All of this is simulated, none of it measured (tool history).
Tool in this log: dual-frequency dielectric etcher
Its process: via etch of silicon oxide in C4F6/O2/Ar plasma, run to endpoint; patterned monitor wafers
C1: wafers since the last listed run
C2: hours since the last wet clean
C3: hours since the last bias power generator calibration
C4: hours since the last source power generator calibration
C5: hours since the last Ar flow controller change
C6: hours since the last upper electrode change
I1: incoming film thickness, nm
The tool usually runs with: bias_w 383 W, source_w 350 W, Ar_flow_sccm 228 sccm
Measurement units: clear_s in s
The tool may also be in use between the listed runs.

run 1 hour=0.0 | bias_w=383 source_w=350 Ar_flow_sccm=228 | C1=0 C2=313.6 C3=1541.3 C4=4237.0 C5=3963.4 C6=4414.7 | I1=67.9 | clear_s=16.7
run 2 hour=29.7 | bias_w=383 source_w=350 Ar_flow_sccm=228 | C1=496 C2=343.3 C3=1571.0 C4=4266.7 C5=3993.1 C6=4444.4 | I1=68.1 | clear_s=16.7
run 3 hour=50.5 | bias_w=383 source_w=350 Ar_flow_sccm=228 | C1=347 C2=364.1 C3=1591.8 C4=4287.5 C5=4013.9 C6=4465.2 | I1=67.7 | clear_s=16.6
run 4 hour=74.1 | bias_w=383 source_w=350 Ar_flow_sccm=228 | C1=394 C2=387.7 C3=1615.4 C4=4311.1 C5=4037.5 C6=4488.8 | I1=67.8 | clear_s=16.8
run 5 hour=93.5 | bias_w=383 source_w=350 Ar_flow_sccm=228 | C1=324 C2=407.1 C3=1634.8 C4=4330.5 C5=4056.9 C6=4508.2 | I1=67.7 | clear_s=16.5
-- hour=117.4 source power generator calibrated
run 6 hour=117.9 | bias_w=432 source_w=350 Ar_flow_sccm=228 | C1=340 C2=431.5 C3=1659.2 C4=0.5 C5=4081.3 C6=4532.6 | I1=68.1 | clear_s=16.0
run 7 hour=129.2 | bias_w=432 source_w=350 Ar_flow_sccm=228 | C1=188 C2=442.8 C3=1670.5 C4=11.8 C5=4092.6 C6=4543.9 | I1=67.7 | clear_s=15.9
run 8 hour=141.4 | bias_w=432 source_w=350 Ar_flow_sccm=228 | C1=203 C2=455.0 C3=1682.7 C4=24.0 C5=4104.8 C6=4556.1 | I1=67.8 | clear_s=15.9
run 9 hour=168.5 | bias_w=335 source_w=350 Ar_flow_sccm=215 | C1=452 C2=482.1 C3=1709.8 C4=51.1 C5=4131.9 C6=4583.2 | I1=66.8 | clear_s=17.0
-- hour=192.3 bias power generator calibrated
run 10 hour=192.8 | bias_w=335 source_w=350 Ar_flow_sccm=215 | C1=339 C2=506.4 C3=0.5 C4=75.4 C5=4156.2 C6=4607.5 | I1=67.7 | clear_s=17.8
run 11 hour=205.4 | bias_w=383 source_w=350 Ar_flow_sccm=228 | C1=210 C2=519.0 C3=13.1 C4=88.0 C5=4168.8 C6=4620.1 | I1=68.1 | clear_s=16.9
run 12 hour=220.6 | bias_w=383 source_w=280 Ar_flow_sccm=214 | C1=253 C2=534.2 C3=28.3 C4=103.2 C5=4184.0 C6=4635.3 | I1=66.6 | clear_s=18.1
-- hour=266.8 wet clean of the chamber
run 13 hour=267.3 | bias_w=451 source_w=350 Ar_flow_sccm=228 | C1=379 C2=0.5 C3=75.0 C4=149.9 C5=4230.7 C6=4682.0 | I1=67.3 | clear_s=16.0
run 14 hour=272.5 | bias_w=479 source_w=380 Ar_flow_sccm=212 | C1=86 C2=5.7 C3=80.2 C4=155.1 C5=4235.9 C6=4687.2 | I1=68.4 | clear_s=15.4
run 15 hour=300.8 | bias_w=291 source_w=280 Ar_flow_sccm=197 | C1=472 C2=34.0 C3=108.5 C4=183.4 C5=4264.2 C6=4715.5 | I1=66.6 | clear_s=20.3
run 16 hour=385.8 | bias_w=383 source_w=280 Ar_flow_sccm=214 | C1=1419 C2=119.0 C3=193.5 C4=268.4 C5=4349.2 C6=4800.5 | I1=67.0 | clear_s=18.4
-- hour=435.8 upper electrode replaced
run 17 hour=472.2 | bias_w=383 source_w=350 Ar_flow_sccm=177 | C1=1042 C2=205.4 C3=279.9 C4=354.8 C5=4435.6 C6=36.4 | I1=67.5 | clear_s=16.9
-- hour=480.6 Ar flow controller replaced
run 18 hour=486.0 | bias_w=352 source_w=350 Ar_flow_sccm=187 | C1=130 C2=219.2 C3=293.7 C4=368.6 C5=5.4 C6=50.2 | I1=68.2 | clear_s=17.6
run 19 hour=498.5 | bias_w=383 source_w=350 Ar_flow_sccm=228 | C1=208 C2=231.7 C3=306.2 C4=381.1 C5=17.9 C6=62.7 | I1=67.8 | clear_s=17.0
run 20 hour=530.0 | bias_w=412 source_w=430 Ar_flow_sccm=228 | C1=526 C2=263.2 C3=337.7 C4=412.6 C5=49.4 C6=94.2 | I1=67.6 | clear_s=15.2
run 21 hour=552.4 | bias_w=413 source_w=350 Ar_flow_sccm=250 | C1=374 C2=285.6 C3=360.1 C4=435.0 C5=71.8 C6=116.6 | I1=68.0 | clear_s=16.7
run 22 hour=572.6 | bias_w=383 source_w=350 Ar_flow_sccm=228 | C1=337 C2=305.8 C3=380.3 C4=455.2 C5=92.0 C6=136.8 | I1=67.1 | clear_s=16.8
run 23 hour=593.3 | bias_w=383 source_w=350 Ar_flow_sccm=228 | C1=345 C2=326.5 C3=401.0 C4=475.9 C5=112.7 C6=157.5 | I1=67.7 | clear_s=17.0
run 24 hour=623.8 | bias_w=457 source_w=350 Ar_flow_sccm=249 | C1=509 C2=357.0 C3=431.5 C4=506.4 C5=143.2 C6=188.0 | I1=67.8 | clear_s=15.9
run 25 hour=650.8 | bias_w=383 source_w=390 Ar_flow_sccm=228 | C1=451 C2=384.0 C3=458.5 C4=533.4 C5=170.2 C6=215.0 | I1=67.3 | clear_s=16.1
run 26 hour=677.1 | bias_w=327 source_w=390 Ar_flow_sccm=245 | C1=439 C2=410.3 C3=484.8 C4=559.7 C5=196.5 C6=241.3 | I1=67.0 | clear_s=17.1
run 27 hour=694.9 | bias_w=334 source_w=390 Ar_flow_sccm=260 | C1=297 C2=428.1 C3=502.6 C4=577.5 C5=214.3 C6=259.1 | I1=67.5 | clear_s=17.1
run 28 hour=730.8 | bias_w=383 source_w=430 Ar_flow_sccm=195 | C1=599 C2=464.0 C3=538.5 C4=613.4 C5=250.2 C6=295.0 | I1=67.2 | clear_s=15.2
-- hour=778.0 wet clean of the chamber
run 29 hour=778.5 | bias_w=383 source_w=410 Ar_flow_sccm=228 | C1=395 C2=0.5 C3=586.2 C4=661.1 C5=297.9 C6=342.7 | I1=68.4 | clear_s=16.2

4 options for the next run, each taken on its own from the tool as it stands now. Forecast them:
run A hour=778.9 | bias_w=383 source_w=350 Ar_flow_sccm=228 | C1=6 C2=0.9 C3=586.6 C4=661.5 C5=298.3 C6=343.1 | I1=68.1 | clear_s=?
run B hour=778.9 | bias_w=454 source_w=380 Ar_flow_sccm=187 | C1=6 C2=0.9 C3=586.6 C4=661.5 C5=298.3 C6=343.1 | I1=68.1 | clear_s=?
run C hour=778.9 | bias_w=477 source_w=440 Ar_flow_sccm=270 | C1=6 C2=0.9 C3=586.6 C4=661.5 C5=298.3 C6=343.1 | I1=68.1 | clear_s=?
run D hour=778.9 | bias_w=383 source_w=350 Ar_flow_sccm=255 | C1=6 C2=0.9 C3=586.6 C4=661.5 C5=298.3 C6=343.1 | I1=68.1 | clear_s=?

run=A clear_s=17.2
run=B clear_s=15.4
run=C clear_s=14.6
run=D clear_s=17.3
Without the tool's unlogged condition, the same runs would have read:
run=A clear_s=17.3
run=B clear_s=15.5
run=C clear_s=14.7
run=D clear_s=17.4
